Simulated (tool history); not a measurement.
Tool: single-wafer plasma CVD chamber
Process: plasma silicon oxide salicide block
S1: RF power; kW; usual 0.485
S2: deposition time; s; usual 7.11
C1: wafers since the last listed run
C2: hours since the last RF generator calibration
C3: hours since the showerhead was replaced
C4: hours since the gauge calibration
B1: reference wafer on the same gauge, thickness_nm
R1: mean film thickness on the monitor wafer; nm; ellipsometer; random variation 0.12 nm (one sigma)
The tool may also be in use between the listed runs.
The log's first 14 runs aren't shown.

run	hour	S1	S2	C1	C2	C3	C4	B1	R1
15	232.9	0.485	7.11	414	2021.6	4718.4	38.2	81.985	72.085
16	239	0.485	7.11	202	2027.7	4724.5	44.3	82.062	71.997
17	248.1	0.485	7.11	301	2036.8	4733.6	53.4	81.983	72.076
# hour 262.5: showerhead replaced
18	263.3	0.545	7.89	238	2052	0.8	68.6	82.028	83.044
19	271.6	0.545	7.89	275	2060.3	9.1	76.9	81.907	83.115
20	287.4	0.485	7.11	523	2076.1	24.9	92.7	82.004	71.913
# hour 302.3: RF generator calibrated
21	304.4	0.485	7.11	298	2.1	41.9	109.7	82.004	74.144
22	313.1	0.485	7.11	288	10.8	50.6	118.4	81.968	73.807
23	322.3	0.555	7.95	304	20	59.8	127.6	82.003	86.167
24	339.8	0.45	7.49	580	37.5	77.3	145.1	82.03	76.104
25	347.2	0.525	5.9	245	44.9	84.7	152.5	82.033	62.92
26	364.2	0.415	6.58	563	61.9	101.7	169.5	81.999	65.15

Forecast run 27:
27	372.9	0.485	7.11	288	70.6	110.4	178.2	?	?

Run 27 gave B1 82.022, R1 73.729 nm.
Without the tool's hidden state the same run would have given R1 73.85 nm.

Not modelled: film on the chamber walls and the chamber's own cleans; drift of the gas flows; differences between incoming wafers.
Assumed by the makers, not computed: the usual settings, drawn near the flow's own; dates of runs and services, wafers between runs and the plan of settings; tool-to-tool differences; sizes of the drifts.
